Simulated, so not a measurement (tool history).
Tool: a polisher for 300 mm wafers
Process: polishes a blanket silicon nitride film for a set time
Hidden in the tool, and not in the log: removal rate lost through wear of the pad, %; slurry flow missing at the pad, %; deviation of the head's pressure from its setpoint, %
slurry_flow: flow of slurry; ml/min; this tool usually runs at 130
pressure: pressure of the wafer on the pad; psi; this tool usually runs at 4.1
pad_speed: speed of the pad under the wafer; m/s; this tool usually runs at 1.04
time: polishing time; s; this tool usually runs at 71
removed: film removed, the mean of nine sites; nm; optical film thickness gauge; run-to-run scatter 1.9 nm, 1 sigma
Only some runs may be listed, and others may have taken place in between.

| run | hour | slurry_flow | pressure | pad_speed | time | wafers since the last listed run | wafers polished on this pad | hours since the slurry nozzle was cleaned | hours since the head pressure was calibrated | incoming thickness of the incoming film, nm | removed |
|---|---|---|---|---|---|---|---|---|---|---|---|
| 1 | 0 | 130 | 5.1 | 1.04 | 71 | 0 | 837 | 360.1 | 558.1 | 713.1 | 184.4 |
| 2 | 47.2 | 130 | 5.1 | 1.04 | 71 | 336 | 1173 | 407.3 | 605.3 | 724.7 | 181.4 |
| 3 | 121.5 | 130 | 4.1 | 1.04 | 71 | 529 | 1703 | 481.6 | 679.6 | 738.4 | 143.7 |
| 4 | 189 | 130 | 4.1 | 1.04 | 71 | 480 | 2184 | 549.1 | 747.1 | 742.9 | 145 |
|  | 214.7 | head pressure recalibrated |
| 5 | 240.8 | 130 | 4.1 | 1.04 | 71 | 354 | 2538 | 600.9 | 26.1 | 732 | 141.3 |
| 6 | 311.7 | 130 | 4.1 | 1.04 | 71 | 505 | 3043 | 671.8 | 97 | 722.5 | 140.4 |
|  | 312.8 | slurry nozzle cleaned |
| 7 | 417.9 | 130 | 4.1 | 1.04 | 71 | 749 | 3793 | 105.1 | 203.2 | 739.9 | 136.6 |
| 8 | 474.6 | 130 | 4.1 | 1.04 | 71 | 403 | 4197 | 161.8 | 259.9 | 733.5 | 140 |
|  | 548.6 | worn pad replaced by a new one |
| 9 | 569.7 | 130 | 4.1 | 1.04 | 71 | 648 | 150 | 256.9 | 355 | 729.4 | 157.7 |
| 10 | 623.1 | 130 | 4.1 | 1.04 | 71 | 380 | 530 | 310.3 | 408.4 | 727.5 | 155.1 |
| 11 | 677.2 | 130 | 4.1 | 1.04 | 71 | 385 | 915 | 364.4 | 462.5 | 716.7 | 152.6 |
| 12 | 728.5 | 140 | 4.1 | 0.78 | 71 | 365 | 1281 | 415.7 | 513.8 | 718.7 | 124.1 |
| 13 | 783 | 140 | 4.1 | 0.78 | 71 | 388 | 1669 | 470.2 | 568.3 | 723.2 | 120.5 |
| 14 | 889.9 | 140 | 4.1 | 0.78 | 71 | 761 | 2431 | 577.1 | 675.2 | 734.2 | 119.1 |
| 15 | 973.4 | 95 | 5.4 | 1.32 | 61 | 594 | 3025 | 660.6 | 758.7 | 725.8 | 177.1 |
|  | 1067.9 | head pressure recalibrated |
| 16 | 1076.3 | 145 | 4.1 | 1.04 | 71 | 718 | 3744 | 763.5 | 8.4 | 734 | 147.6 |
|  | 1165.7 | slurry nozzle cleaned |
| 17 | 1177.3 | 165 | 3.6 | 1.38 | 51 | 712 | 4456 | 11.6 | 109.4 | 734.9 | 116.3 |
| 18 | 1244.1 | 130 | 3.5 | 1.04 | 71 | 475 | 4932 | 78.4 | 176.2 | 733.4 | 119.6 |
| 19 | 1320.3 | 130 | 4.1 | 1.04 | 71 | 542 | 5475 | 154.6 | 252.4 | 736.3 | 140.2 |
| 20 | 1390.3 | 105 | 4.5 | 1.3 | 71 | 498 | 5974 | 224.6 | 322.4 | 720.4 | 172.3 |
|  | 1422.7 | worn pad replaced by a new one |
| 21 | 1465 | 130 | 5.1 | 1.4 | 71 | 503 | 301 | 299.3 | 397.1 | 717.9 | 235.1 |
| 22 | 1564.9 | 130 | 4.1 | 1.04 | 86 | 711 | 1013 | 399.2 | 497 | 733.2 | 178.8 |
| 23 | 1630.6 | 130 | 4.1 | 1.04 | 52 | 468 | 1481 | 464.9 | 562.7 | 738.8 | 102.7 |
| 24 | 1867.4 | 130 | 4.1 | 1.2 | 54 | 1686 | 3167 | 701.7 | 799.5 | 730.8 | 116.8 |
|  | 1909.5 | head pressure recalibrated |
| 25 | 1916.5 | 130 | 4.7 | 1.04 | 71 | 335 | 3503 | 750.8 | 7 | 741.3 | 160.6 |
| 26 | 1996.7 | 140 | 4.1 | 0.78 | 71 | 571 | 4074 | 831 | 87.2 | 720.6 | 113.9 |
|  | 2013.8 | slurry nozzle cleaned |
| 27 | 2064.7 | 130 | 4.1 | 1.04 | 71 | 477 | 4551 | 50.9 | 155.2 | 731 | 137.2 |
| 28 | 2104.2 | 130 | 4.1 | 1.04 | 71 | 281 | 4833 | 90.4 | 194.7 | 734.6 | 137.6 |
|  | 2153.8 | worn pad replaced by a new one |
| 29 | 2157.8 | 130 | 2.8 | 1.34 | 71 | 353 | 28 | 144 | 248.3 | 730.4 | 133.9 |
| 30 | 2227.7 | 130 | 4.1 | 1.04 | 71 | 497 | 526 | 213.9 | 318.2 | 727.1 | 149.9 |
| 31 | 2301.3 | 150 | 3.6 | 1.04 | 58 | 524 | 1050 | 287.5 | 391.8 | 732.7 | 109.7 |
| 32 | 2406.4 | 150 | 5.3 | 1.36 | 64 | 748 | 1799 | 392.6 | 496.9 | 725.8 | 211.3 |
| 33 | 2502 | 130 | 4.1 | 1.26 | 81 | 680 | 2480 | 488.2 | 592.5 | 739.1 | 188.1 |
| 34 | 2561.8 | 130 | 4.1 | 1.04 | 64 | 425 | 2906 | 548 | 652.3 | 723 | 126.9 |
| 35 | 2601.6 | 95 | 5.4 | 1.32 | 61 | 283 | 3189 | 587.8 | 692.1 | 731.3 | 178.8 |
|  | 2616.5 | head pressure recalibrated |
| 36 | 2696.8 | 115 | 3 | 0.94 | 95 | 663 | 3853 | 683 | 80.3 | 724.3 | 121.8 |
|  | 2706.8 | slurry nozzle cleaned |
|  | 2892.7 | worn pad replaced by a new one |
| 37 | 2989.1 | 130 | 5 | 1.3 | 61 | 2046 | 686 | 282.3 | 372.6 | 739 | 190.3 |
| 38 | 3040 | 130 | 4.9 | 1.36 | 93 | 362 | 1049 | 333.2 | 423.5 | 721.5 | 284.3 |

Predict each of these 3 candidate next runs independently; none follows another, all start after run 38:
| A | 3040.5 | 130 | 4.1 | 1.04 | 71 | 3 | 1052 | 333.7 | 424 | 724.9 | ? |
| B | 3040.5 | 130 | 5.2 | 1.04 | 71 | 3 | 1052 | 333.7 | 424 | 724.9 | ? |
| C | 3040.5 | 130 | 4.1 | 0.72 | 71 | 3 | 1052 | 333.7 | 424 | 724.9 | ? |

| run | removed |
|---|---|
| A | 146.8 |
| B | 186.2 |
| C | 110.3 |
Without the tool's unlogged condition, the same runs would have read:
| run | removed |
|---|---|
| A | 158.6 |
| B | 201.1 |
| C | 119.1 |
